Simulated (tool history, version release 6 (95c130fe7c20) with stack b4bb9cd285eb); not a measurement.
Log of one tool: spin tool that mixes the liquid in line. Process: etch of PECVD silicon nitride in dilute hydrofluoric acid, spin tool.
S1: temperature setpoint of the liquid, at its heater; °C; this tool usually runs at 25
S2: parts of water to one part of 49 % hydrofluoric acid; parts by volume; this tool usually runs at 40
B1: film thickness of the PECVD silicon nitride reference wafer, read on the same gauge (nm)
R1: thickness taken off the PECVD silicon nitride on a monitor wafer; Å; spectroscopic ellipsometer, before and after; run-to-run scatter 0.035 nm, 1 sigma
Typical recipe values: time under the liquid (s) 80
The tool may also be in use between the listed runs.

{"run": 1, "day": 0.0, "S1": 25, "S2": 40, "time under the liquid (s)": 80, "B1": 90, "R1": 107.3}
{"run": 2, "day": 1.271, "S1": 23.5, "S2": 40, "time under the liquid (s)": 80, "B1": 90, "R1": 96.8}
{"run": 3, "day": 2.325, "S1": 23.5, "S2": 40, "time under the liquid (s)": 80, "B1": 89.97, "R1": 97.4}
{"run": 4, "day": 4.271, "S1": 23.5, "S2": 40, "time under the liquid (s)": 80, "B1": 90.02, "R1": 96.5}
{"run": 5, "day": 5.675, "S1": 25, "S2": 40, "time under the liquid (s)": 80, "B1": 89.99, "R1": 106.3}
{"run": 6, "day": 8.233, "S1": 25, "S2": 40, "time under the liquid (s)": 80, "B1": 89.98, "R1": 106.1}
{"run": 7, "day": 10.425, "S1": 25, "S2": 40, "time under the liquid (s)": 80, "B1": 89.99, "R1": 106.6}
{"run": 8, "day": 11.45, "S1": 25, "S2": 40, "time under the liquid (s)": 80, "B1": 90.01, "R1": 105.6}
{"run": 9, "day": 13.2, "S1": 25, "S2": 40, "time under the liquid (s)": 80, "B1": 90, "R1": 105.1}
{"day": 13.896, "done": "hydrofluoric acid flow meter replaced"}
{"run": 10, "day": 15.612, "S1": 25, "S2": 40, "time under the liquid (s)": 80, "B1": 89.99, "R1": 108.2}
{"day": 15.962, "done": "gauge calibrated"}
{"day": 16.279, "done": "thermometer replaced"}
{"run": 11, "day": 17.692, "S1": 25, "S2": 40, "time under the liquid (s)": 80, "B1": 89.97, "R1": 107.7}
{"run": 12, "day": 19.533, "S1": 25, "S2": 35, "time under the liquid (s)": 95, "B1": 89.98, "R1": 146}
{"run": 13, "day": 20.783, "S1": 25, "S2": 40, "time under the liquid (s)": 80, "B1": 90.01, "R1": 107.1}
{"run": 14, "day": 23.246, "S1": 22.5, "S2": 25, "time under the liquid (s)": 80, "B1": 89.98, "R1": 141.9}
{"run": 15, "day": 24.442, "S1": 25, "S2": 40, "time under the liquid (s)": 65, "B1": 90.01, "R1": 86.8}
{"run": 16, "day": 26.846, "S1": 25, "S2": 40, "time under the liquid (s)": 80, "B1": 90.01, "R1": 106.1}
{"run": 17, "day": 27.867, "S1": 25, "S2": 40, "time under the liquid (s)": 80, "B1": 90.02, "R1": 105.7}
{"run": 18, "day": 30.208, "S1": 26.5, "S2": 30, "time under the liquid (s)": 65, "B1": 90, "R1": 125.7}
{"run": 19, "day": 32.904, "S1": 30, "S2": 60, "time under the liquid (s)": 100, "B1": 89.99, "R1": 122.2}
{"day": 35.792, "done": "hydrofluoric acid flow meter replaced"}
{"run": 20, "day": 35.9, "S1": 25, "S2": 40, "time under the liquid (s)": 95, "B1": 90.01, "R1": 127.9}
{"run": 21, "day": 38.175, "S1": 25, "S2": 40, "time under the liquid (s)": 100, "B1": 90, "R1": 134.7}
{"run": 22, "day": 40.396, "S1": 29, "S2": 50, "time under the liquid (s)": 55, "B1": 90.01, "R1": 77.8}
{"run": 23, "day": 42.454, "S1": 29.5, "S2": 55, "time under the liquid (s)": 115, "B1": 89.99, "R1": 151.9}

Results for each run, recomputed without the tool's hidden state and with each run's random variation untouched:
Hidden state at play: liquid colder than its thermometer reads (K); hydrofluoric acid flow below the setpoint (%); gauge reads high (%).
run=1 R1=108.4
run=2 R1=97.9
run=3 R1=98.8
run=4 R1=98.1
run=5 R1=108.4
run=6 R1=108.7
run=7 R1=109.6
run=8 R1=108.7
run=9 R1=108.5
run=10 R1=108.7
run=11 R1=108.5
run=12 R1=147.6
run=13 R1=108.5
run=14 R1=144.3
run=15 R1=88.5
run=16 R1=108.6
run=17 R1=108.4
run=18 R1=129.4
run=19 R1=126.5
run=20 R1=128.2
run=21 R1=135.5
run=22 R1=78.5
run=23 R1=154

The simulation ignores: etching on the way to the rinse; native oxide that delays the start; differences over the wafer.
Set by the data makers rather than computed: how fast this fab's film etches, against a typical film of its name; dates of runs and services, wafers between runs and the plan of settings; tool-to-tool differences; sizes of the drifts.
